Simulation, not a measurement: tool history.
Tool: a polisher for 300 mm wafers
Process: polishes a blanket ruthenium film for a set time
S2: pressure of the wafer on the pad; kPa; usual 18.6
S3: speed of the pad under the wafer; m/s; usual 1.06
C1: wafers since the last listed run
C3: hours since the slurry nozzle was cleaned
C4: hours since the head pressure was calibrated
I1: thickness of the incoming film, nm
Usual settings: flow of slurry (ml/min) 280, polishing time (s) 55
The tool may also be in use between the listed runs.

{"run": 1, "hour": 0.0, "flow of slurry (ml/min)": 280, "S2": 18.6, "S3": 1.06, "polishing time (s)": 55, "C1": 0, "wafers polished on this pad": 6503, "C3": 422.7, "C4": 2.9, "I1": 251.1, "film removed (nm)": 74.2}
{"run": 2, "hour": 107.2, "flow of slurry (ml/min)": 280, "S2": 18.6, "S3": 1.06, "polishing time (s)": 55, "C1": 1464, "wafers polished on this pad": 7967, "C3": 529.9, "C4": 110.1, "I1": 246.3, "film removed (nm)": 70.4}
{"hour": 108.4, "done": "slurry nozzle cleaned"}
{"hour": 121.7, "done": "worn pad replaced by a new one"}
{"run": 3, "hour": 358.7, "flow of slurry (ml/min)": 280, "S2": 18.6, "S3": 1.06, "polishing time (s)": 55, "C1": 3367, "wafers polished on this pad": 3238, "C3": 250.3, "C4": 361.6, "I1": 252.3, "film removed (nm)": 82.1}
{"run": 4, "hour": 441.3, "flow of slurry (ml/min)": 280, "S2": 18.6, "S3": 1.06, "polishing time (s)": 55, "C1": 1128, "wafers polished on this pad": 4366, "C3": 332.9, "C4": 444.2, "I1": 252.1, "film removed (nm)": 77.8}
{"run": 5, "hour": 485.8, "flow of slurry (ml/min)": 280, "S2": 18.6, "S3": 1.06, "polishing time (s)": 55, "C1": 608, "wafers polished on this pad": 4974, "C3": 377.4, "C4": 488.7, "I1": 244.7, "film removed (nm)": 78.8}
{"hour": 547.4, "done": "head pressure recalibrated"}
{"hour": 608.5, "done": "worn pad replaced by a new one"}
{"run": 6, "hour": 628.1, "flow of slurry (ml/min)": 280, "S2": 18.6, "S3": 1.06, "polishing time (s)": 55, "C1": 1862, "wafers polished on this pad": 267, "C3": 519.7, "C4": 80.7, "I1": 248.0, "film removed (nm)": 79.8}
{"run": 7, "hour": 699.9, "flow of slurry (ml/min)": 205, "S2": 18.6, "S3": 1.06, "polishing time (s)": 55, "C1": 981, "wafers polished on this pad": 1248, "C3": 591.5, "C4": 152.5, "I1": 250.3, "film removed (nm)": 81.0}
{"hour": 714.1, "done": "slurry nozzle cleaned"}
{"run": 8, "hour": 753.2, "flow of slurry (ml/min)": 205, "S2": 18.6, "S3": 1.06, "polishing time (s)": 55, "C1": 714, "wafers polished on this pad": 1963, "C3": 39.1, "C4": 205.8, "I1": 247.7, "film removed (nm)": 81.2}
{"run": 9, "hour": 811.6, "flow of slurry (ml/min)": 205, "S2": 18.6, "S3": 1.06, "polishing time (s)": 55, "C1": 797, "wafers polished on this pad": 2761, "C3": 97.5, "C4": 264.2, "I1": 250.8, "film removed (nm)": 77.3}
{"run": 10, "hour": 847.8, "flow of slurry (ml/min)": 280, "S2": 15.9, "S3": 1.06, "polishing time (s)": 55, "C1": 494, "wafers polished on this pad": 3256, "C3": 133.7, "C4": 300.4, "I1": 250.8, "film removed (nm)": 68.0}
{"run": 11, "hour": 894.6, "flow of slurry (ml/min)": 280, "S2": 15.9, "S3": 1.06, "polishing time (s)": 55, "C1": 639, "wafers polished on this pad": 3895, "C3": 180.5, "C4": 347.2, "I1": 253.1, "film removed (nm)": 68.9}
{"run": 12, "hour": 991.2, "flow of slurry (ml/min)": 280, "S2": 15.9, "S3": 1.06, "polishing time (s)": 55, "C1": 1319, "wafers polished on this pad": 5215, "C3": 277.1, "C4": 443.8, "I1": 253.8, "film removed (nm)": 66.8}
{"hour": 1030.4, "done": "head pressure recalibrated"}
{"run": 13, "hour": 1093.2, "flow of slurry (ml/min)": 280, "S2": 18.6, "S3": 1.06, "polishing time (s)": 46, "C1": 1366, "wafers polished on this pad": 6581, "C3": 379.1, "C4": 62.8, "I1": 255.1, "film removed (nm)": 61.9}
{"hour": 1115.9, "done": "worn pad replaced by a new one"}
{"run": 14, "hour": 1168.5, "flow of slurry (ml/min)": 280, "S2": 18.6, "S3": 1.06, "polishing time (s)": 46, "C1": 974, "wafers polished on this pad": 718, "C3": 454.4, "C4": 138.1, "I1": 249.9, "film removed (nm)": 69.3}
{"run": 15, "hour": 1272.2, "flow of slurry (ml/min)": 280, "S2": 18.6, "S3": 1.06, "polishing time (s)": 55, "C1": 1416, "wafers polished on this pad": 2135, "C3": 558.1, "C4": 241.8, "I1": 250.3, "film removed (nm)": 83.3}
{"hour": 1273.4, "done": "slurry nozzle cleaned"}
{"run": 16, "hour": 1340.2, "flow of slurry (ml/min)": 280, "S2": 18.6, "S3": 1.06, "polishing time (s)": 55, "C1": 915, "wafers polished on this pad": 3050, "C3": 66.8, "C4": 309.8, "I1": 253.9, "film removed (nm)": 80.1}
{"run": 17, "hour": 1403.4, "flow of slurry (ml/min)": 280, "S2": 18.6, "S3": 1.06, "polishing time (s)": 55, "C1": 863, "wafers polished on this pad": 3914, "C3": 130.0, "C4": 373.0, "I1": 251.3, "film removed (nm)": 79.0}
{"run": 18, "hour": 1504.1, "flow of slurry (ml/min)": 280, "S2": 24.1, "S3": 0.96, "polishing time (s)": 67, "C1": 1375, "wafers polished on this pad": 5290, "C3": 230.7, "C4": 473.7, "I1": 253.1, "film removed (nm)": 113.2}
{"run": 19, "hour": 1563.7, "flow of slurry (ml/min)": 230, "S2": 23.4, "S3": 0.74, "polishing time (s)": 68, "C1": 814, "wafers polished on this pad": 6104, "C3": 290.3, "C4": 533.3, "I1": 249.5, "film removed (nm)": 94.2}
{"hour": 1601.6, "done": "head pressure recalibrated"}
{"hour": 1616.6, "done": "worn pad replaced by a new one"}
{"run": 20, "hour": 1617.1, "flow of slurry (ml/min)": 350, "S2": 17.2, "S3": 0.74, "polishing time (s)": 46, "C1": 647, "wafers polished on this pad": 7, "C3": 343.7, "C4": 15.5, "I1": 255.1, "film removed (nm)": 51.9}
{"run": 21, "hour": 1675.2, "flow of slurry (ml/min)": 280, "S2": 18.6, "S3": 0.92, "polishing time (s)": 55, "C1": 793, "wafers polished on this pad": 801, "C3": 401.8, "C4": 73.6, "I1": 252.3, "film removed (nm)": 72.8}
{"run": 22, "hour": 1716.4, "flow of slurry (ml/min)": 335, "S2": 23.4, "S3": 0.84, "polishing time (s)": 55, "C1": 562, "wafers polished on this pad": 1363, "C3": 443.0, "C4": 114.8, "I1": 249.6, "film removed (nm)": 89.3}
{"run": 23, "hour": 1791.6, "flow of slurry (ml/min)": 280, "S2": 18.6, "S3": 1.06, "polishing time (s)": 55, "C1": 1027, "wafers polished on this pad": 2391, "C3": 518.2, "C4": 190.0, "I1": 249.6, "film removed (nm)": 80.8}
{"run": 24, "hour": 1835.5, "flow of slurry (ml/min)": 280, "S2": 13.8, "S3": 1.06, "polishing time (s)": 65, "C1": 599, "wafers polished on this pad": 2991, "C3": 562.1, "C4": 233.9, "I1": 253.2, "film removed (nm)": 71.6}
{"hour": 1863.1, "done": "slurry nozzle cleaned"}
{"run": 25, "hour": 1927.3, "flow of slurry (ml/min)": 210, "S2": 18.6, "S3": 1.06, "polishing time (s)": 49, "C1": 1240, "wafers polished on this pad": 4231, "C3": 64.2, "C4": 325.7, "I1": 250.4, "film removed (nm)": 67.6}
{"run": 26, "hour": 1969.3, "flow of slurry (ml/min)": 280, "S2": 18.6, "S3": 0.86, "polishing time (s)": 55, "C1": 573, "wafers polished on this pad": 4805, "C3": 106.2, "C4": 367.7, "I1": 250.7, "film removed (nm)": 67.1}
{"run": 27, "hour": 2071.3, "flow of slurry (ml/min)": 280, "S2": 18.6, "S3": 1.06, "polishing time (s)": 55, "C1": 1393, "wafers polished on this pad": 6199, "C3": 208.2, "C4": 469.7, "I1": 253.8, "film removed (nm)": 75.0}
{"hour": 2111.1, "done": "head pressure recalibrated"}
{"run": 28, "hour": 2183.3, "flow of slurry (ml/min)": 280, "S2": 22.8, "S3": 1.44, "polishing time (s)": 55, "C1": 1502, "wafers polished on this pad": 7702, "C3": 320.2, "C4": 72.2, "I1": 254.0, "film removed (nm)": 106.5}
{"hour": 2200.3, "done": "worn pad replaced by a new one"}
{"run": 29, "hour": 2269.1, "flow of slurry (ml/min)": 320, "S2": 13.1, "S3": 1.22, "polishing time (s)": 45, "C1": 1117, "wafers polished on this pad": 939, "C3": 406.0, "C4": 158.0, "I1": 247.5, "film removed (nm)": 52.2}
{"run": 30, "hour": 2324.5, "flow of slurry (ml/min)": 210, "S2": 21.4, "S3": 0.92, "polishing time (s)": 68, "C1": 756, "wafers polished on this pad": 1696, "C3": 461.4, "C4": 213.4, "I1": 249.6, "film removed (nm)": 104.5}
{"hour": 2371.5, "done": "slurry nozzle cleaned"}
{"run": 31, "hour": 2393.8, "flow of slurry (ml/min)": 255, "S2": 15.2, "S3": 0.74, "polishing time (s)": 61, "C1": 933, "wafers polished on this pad": 2629, "C3": 22.3, "C4": 282.7, "I1": 248.9, "film removed (nm)": 59.2}
{"run": 32, "hour": 2465.0, "flow of slurry (ml/min)": 280, "S2": 18.6, "S3": 1.06, "polishing time (s)": 55, "C1": 972, "wafers polished on this pad": 3602, "C3": 93.5, "C4": 353.9, "I1": 252.6, "film removed (nm)": 80.7}
{"run": 33, "hour": 2567.4, "flow of slurry (ml/min)": 280, "S2": 18.6, "S3": 1.22, "polishing time (s)": 55, "C1": 1399, "wafers polished on this pad": 5001, "C3": 195.9, "C4": 456.3, "I1": 253.1, "film removed (nm)": 86.3}
{"run": 34, "hour": 2640.0, "flow of slurry (ml/min)": 280, "S2": 18.6, "S3": 1.06, "polishing time (s)": 55, "C1": 991, "wafers polished on this pad": 5993, "C3": 268.5, "C4": 528.9, "I1": 247.4, "film removed (nm)": 76.0}

Hidden state at the last listed run before each entry between runs and at the first one after, where it differs:
Between runs 2 and 3: slurry nozzle cleaned (hour 108.4); worn pad replaced by a new one (hour 121.7)
  removal rate lost through wear of the pad, %: 14.9 -> 3.23
  measured less the result without the state, film removed (nm): -12.4 -> -2.8
Between runs 5 and 6: head pressure recalibrated (hour 547.4); worn pad replaced by a new one (hour 608.5)
  removal rate lost through wear of the pad, %: 6.52 -> 1.41
  measured less the result without the state, film removed (nm): -5.5 -> -1.1
Between runs 7 and 8: slurry nozzle cleaned (hour 714.1)
  removal rate lost through wear of the pad, %: 1.75 -> 2.29
  measured less the result without the state, film removed (nm): -1.5 -> -1.9
Between runs 12 and 13: head pressure recalibrated (hour 1030.4)
  removal rate lost through wear of the pad, %: 7.69 -> 11.5
  measured less the result without the state, film removed (nm): -5.6 -> -8.0
Between runs 13 and 14: worn pad replaced by a new one (hour 1115.9)
  removal rate lost through wear of the pad, %: 11.5 -> 0.135
  measured less the result without the state, film removed (nm): -8.0 -> -0.1
Between runs 15 and 16: slurry nozzle cleaned (hour 1273.4)
  removal rate lost through wear of the pad, %: 1.07 -> 2.18
  measured less the result without the state, film removed (nm): -0.9 -> -1.7
Between runs 19 and 20: head pressure recalibrated (hour 1601.6); worn pad replaced by a new one (hour 1616.6)
  removal rate lost through wear of the pad, %: 8.65 -> 1.91
  measured less the result without the state, film removed (nm): -8.9 -> -1.1
Between runs 24 and 25: slurry nozzle cleaned (hour 1863.1)
  removal rate lost through wear of the pad, %: 3.98 -> 6.07
  measured less the result without the state, film removed (nm): -3.0 -> -4.3
Between runs 27 and 28: head pressure recalibrated (hour 2111.1)
  removal rate lost through wear of the pad, %: 10.8 -> 15.7
  measured less the result without the state, film removed (nm): -9.1 -> -19.9
Between runs 28 and 29: worn pad replaced by a new one (hour 2200.3)
  removal rate lost through wear of the pad, %: 15.7 -> 0.206
  measured less the result without the state, film removed (nm): -19.9 -> -0.1
Between runs 30 and 31: slurry nozzle cleaned (hour 2371.5)
  removal rate lost through wear of the pad, %: 0.666 -> 1.61
  measured less the result without the state, film removed (nm): -0.7 -> -1.0
